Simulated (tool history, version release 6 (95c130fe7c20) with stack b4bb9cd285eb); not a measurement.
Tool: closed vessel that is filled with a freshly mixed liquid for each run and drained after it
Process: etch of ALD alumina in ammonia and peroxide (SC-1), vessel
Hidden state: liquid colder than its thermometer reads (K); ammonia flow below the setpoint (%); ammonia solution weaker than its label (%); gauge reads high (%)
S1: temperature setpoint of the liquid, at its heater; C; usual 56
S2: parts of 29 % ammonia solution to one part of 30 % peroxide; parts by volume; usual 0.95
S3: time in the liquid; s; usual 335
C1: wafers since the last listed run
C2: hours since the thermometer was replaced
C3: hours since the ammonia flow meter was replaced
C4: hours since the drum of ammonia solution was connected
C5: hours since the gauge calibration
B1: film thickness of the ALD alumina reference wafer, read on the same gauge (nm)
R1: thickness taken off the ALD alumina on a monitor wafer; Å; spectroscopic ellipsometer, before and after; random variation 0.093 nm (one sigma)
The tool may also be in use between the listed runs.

run	day	S1	S2	S3	C1	C2	C3	C4	C5	B1	R1
1	0	56	0.95	335	0	1445.6	2107.7	802.9	246.9	30	174.7
2	4.096	56	0.95	335	11106	1543.9	2206	901.2	345.2	30	173.5
3	5.033	56	0.95	335	2542	1566.4	2228.5	923.7	367.7	29.98	172.5
4	6.138	56	0.95	335	2994	1592.9	2255	950.2	394.2	30.02	172.4
5	7.208	56	0.95	335	2903	1618.6	2280.7	975.9	419.9	30	172.6
# day 7.562: thermometer replaced
6	8.271	56	0.95	335	2768	17	2306.2	1001.4	445.4	29.96	160.1
7	9.108	56	0.95	335	2270	37.1	2326.3	1021.5	465.5	29.98	159.8
8	10.192	56	0.95	335	2937	63.1	2352.3	1047.5	491.5	29.97	158
9	11.425	56	0.95	335	3344	92.7	2381.9	1077.1	521.1	29.98	159
10	12.012	64.5	0.75	150	1593	106.8	2396	1091.2	535.2	30.04	108
# day 12.054: gauge calibrated
# day 12.883: thermometer replaced, repeated, since the last time left the tool worse
11	13.917	56	0.95	335	5050	24.8	2441.7	1136.9	44.7	30	183.7
12	14.938	56	0.8	335	2768	49.3	2466.2	1161.4	69.2	29.97	182.4
13	15.688	48.5	0.95	410	2033	67.3	2484.2	1179.4	87.2	30.01	150.7
14	16.283	56	0.7	335	1615	81.6	2498.5	1193.7	101.5	30	180.6
# day 16.796: new drum of ammonia solution connected
15	17.308	51.5	0.8	440	2666	106.2	2523.1	12.3	126.1	30	186.5
# day 17.362: ammonia flow meter replaced
16	18.25	60	0.95	335	2440	128.8	21.3	34.9	148.7	30.02	227.7
17	19.312	63	0.8	235	2881	154.3	46.8	60.4	174.2	29.99	182.2
18	20.767	56	0.95	495	3943	189.2	81.7	95.3	209.1	29.99	272.6
19	24.771	56	0.95	495	10857	285.3	177.8	191.4	305.2	29.96	269.9

How the hidden state differs across the entries between the runs, from the last listed run before each to the first after it:
Between runs 5 and 6: thermometer replaced (day 7.562)
  liquid colder than its thermometer reads (K): 1.7 -> 3.13
  measured less the result without the state, R1: -16.3 -> -29.1 Å
Between runs 10 and 11: gauge calibrated (day 12.054); thermometer replaced, repeated, since the last time left the tool worse (day 12.883)
  liquid colder than its thermometer reads (K): 3.23 -> 0.284
  measured less the result without the state, R1: -19 -> -2.7 Å
Between runs 14 and 15: new drum of ammonia solution connected (day 16.796)
  liquid colder than its thermometer reads (K): 0.344 -> 0.37
  measured less the result without the state, R1: -3.3 -> -3.8 Å
Between runs 15 and 16: ammonia flow meter replaced (day 17.362)
  liquid colder than its thermometer reads (K): 0.37 -> 0.393
  measured less the result without the state, R1: -3.8 -> -4.6 Å
